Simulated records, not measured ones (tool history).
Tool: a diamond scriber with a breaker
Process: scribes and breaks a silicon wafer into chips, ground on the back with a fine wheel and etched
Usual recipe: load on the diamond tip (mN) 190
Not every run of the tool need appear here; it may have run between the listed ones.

run   hour  load on the diamond tip (mN)  incoming depth of the damage left on the back of the incoming wafer, um  depth of the median crack under the scribed line (um)  chips rejected at inspection after the break (%)
  1    0.0                           226                                                                     0.79                                                  13.01                                              2.23
       5.6  -- diamond tip replaced by a new one
  2   49.3                           215                                                                     0.79                                                  12.89                                              1.85
  3   77.7                           215                                                                     0.38                                                  12.66                                              2.30
  4   90.2                           215                                                                     0.44                                                  12.67                                              2.11
  5  115.8                           190                                                                     0.77                                                  11.83                                              0.90
  6  140.4                           190                                                                     0.32                                                  11.79                                              0.96
  7  172.2                           230                                                                     0.56                                                  13.40                                              3.47
  8  188.5                           230                                                                     0.64                                                  13.13                                              3.58
  9  204.5                           230                                                                     0.34                                                  13.17                                              3.41
 10  236.6                           169                                                                     0.42                                                  11.52                                              0.66
 11  261.8                           190                                                                     0.56                                                  11.98                                              1.04
 12  292.0                           165                                                                     0.64                                                  10.82                                              0.67
 13  306.0                           190                                                                     0.53                                                  11.95                                              1.15
 14  327.1                           190                                                                     0.32                                                  12.33                                              1.25
 15  351.8                           225                                                                     0.61                                                  13.48                                              3.76
     357.4  -- load on the tip recalibrated
 16  365.0                           171                                                                     0.60                                                  10.47                                              1.20
     370.1  -- diamond tip replaced by a new one
 17  381.3                           171                                                                     0.50                                                  10.54                                              1.06
 18  410.8                           190                                                                     0.42                                                  11.33                                              0.64
 19  430.1                           216                                                                     0.38                                                  12.55                                              1.32
 20  452.1                           216                                                                     0.72                                                  12.48                                              1.30
 21  469.5                           190                                                                     0.50                                                  11.62                                              0.59
 22  484.4                           161                                                                     0.51                                                  10.26                                              1.58
 23  499.2                           159                                                                     0.65                                                  10.13                                              1.96
 24  533.2                           190                                                                     0.54                                                  11.26                                              0.58
 25  545.3                           216                                                                     0.41                                                  12.47                                              1.44
 26  559.2                           190                                                                     0.48                                                  11.40                                              0.65
 27  591.6                           157                                                                     0.67                                                  10.25                                              2.16
 28  611.2                           164                                                                     0.41                                                  10.42                                              1.37
 29  636.7                           148                                                                     0.73                                                   9.91                                              2.82
 30  663.7                           213                                                                     0.46                                                  12.24                                              1.14
 31  680.5                           240                                                                     0.36                                                  13.37                                              3.28
     698.9  -- diamond tip replaced by a new one, of another model than before
 32  716.1                           208                                                                     0.65                                                  12.14                                              1.28
 33  728.1                           205                                                                     0.70                                                  11.96                                              1.09
 34  763.2                           162                                                                     0.47                                                  10.13                                              2.00
 35  776.3                           212                                                                     0.38                                                  12.48                                              1.60
 36  808.8                           141                                                                     0.38                                                   9.00                                              5.16
 37  840.3                           168                                                                     0.37                                                  10.38                                              1.33
 38  857.9                           190                                                                     0.69                                                  11.62                                              0.66
 39  890.4                           141                                                                     0.45                                                   9.23                                              5.35
 40  908.9                           206                                                                     0.31                                                  12.42                                              1.32
 41  937.9                           150                                                                     0.78                                                   9.89                                              2.95

Table of differences, measured result less the result of that run with no hidden state. Run-to-run variation is the same in both. Gauge scatter possibly is not:
Unlogged tool condition in this case: share of the diamond tip's cutting effectiveness lost through wear, %; deviation of the load on the tip from its setpoint, %.
run  depth of the median crack under the scribed line (um)  chips rejected at inspection after the break (%)
  1                                                  +0.41                                             +0.68
  2                                                  +0.46                                             +0.67
  3                                                  +0.50                                             +0.89
  4                                                  +0.51                                             +0.84
  5                                                  +0.51                                             +0.21
  6                                                  +0.54                                             +0.25
  7                                                  +0.67                                             +1.44
  8                                                  +0.67                                             +1.53
  9                                                  +0.70                                             +1.49
 10                                                  +0.66                                             -0.49
 11                                                  +0.71                                             +0.39
 12                                                  +0.69                                             -0.69
 13                                                  +0.78                                             +0.48
 14                                                  +0.84                                             +0.55
 15                                                  +0.96                                             +2.04
 16                                                  +0.00                                             +0.00
 17                                                  -0.01                                             +0.00
 18                                                  +0.00                                             +0.00
 19                                                  +0.00                                             +0.00
 20                                                  +0.00                                             +0.01
 21                                                  +0.01                                             +0.00
 22                                                  +0.01                                             -0.02
 23                                                  +0.01                                             -0.03
 24                                                  +0.03                                             +0.00
 25                                                  +0.03                                             +0.04
 26                                                  +0.03                                             +0.00
 27                                                  +0.03                                             -0.10
 28                                                  +0.04                                             -0.07
 29                                                  +0.05                                             -0.16
 30                                                  +0.08                                             +0.08
 31                                                  +0.09                                             +0.24
 32                                                  +0.13                                             +0.17
 33                                                  +0.14                                             +0.14
 34                                                  +0.14                                             -0.35
 35                                                  +0.19                                             +0.27
 36                                                  +0.15                                             -0.74
 37                                                  +0.20                                             -0.37
 38                                                  +0.25                                             +0.04
 39                                                  +0.22                                             -1.11
 40                                                  +0.32                                             +0.37
 41                                                  +0.28                                             -0.91

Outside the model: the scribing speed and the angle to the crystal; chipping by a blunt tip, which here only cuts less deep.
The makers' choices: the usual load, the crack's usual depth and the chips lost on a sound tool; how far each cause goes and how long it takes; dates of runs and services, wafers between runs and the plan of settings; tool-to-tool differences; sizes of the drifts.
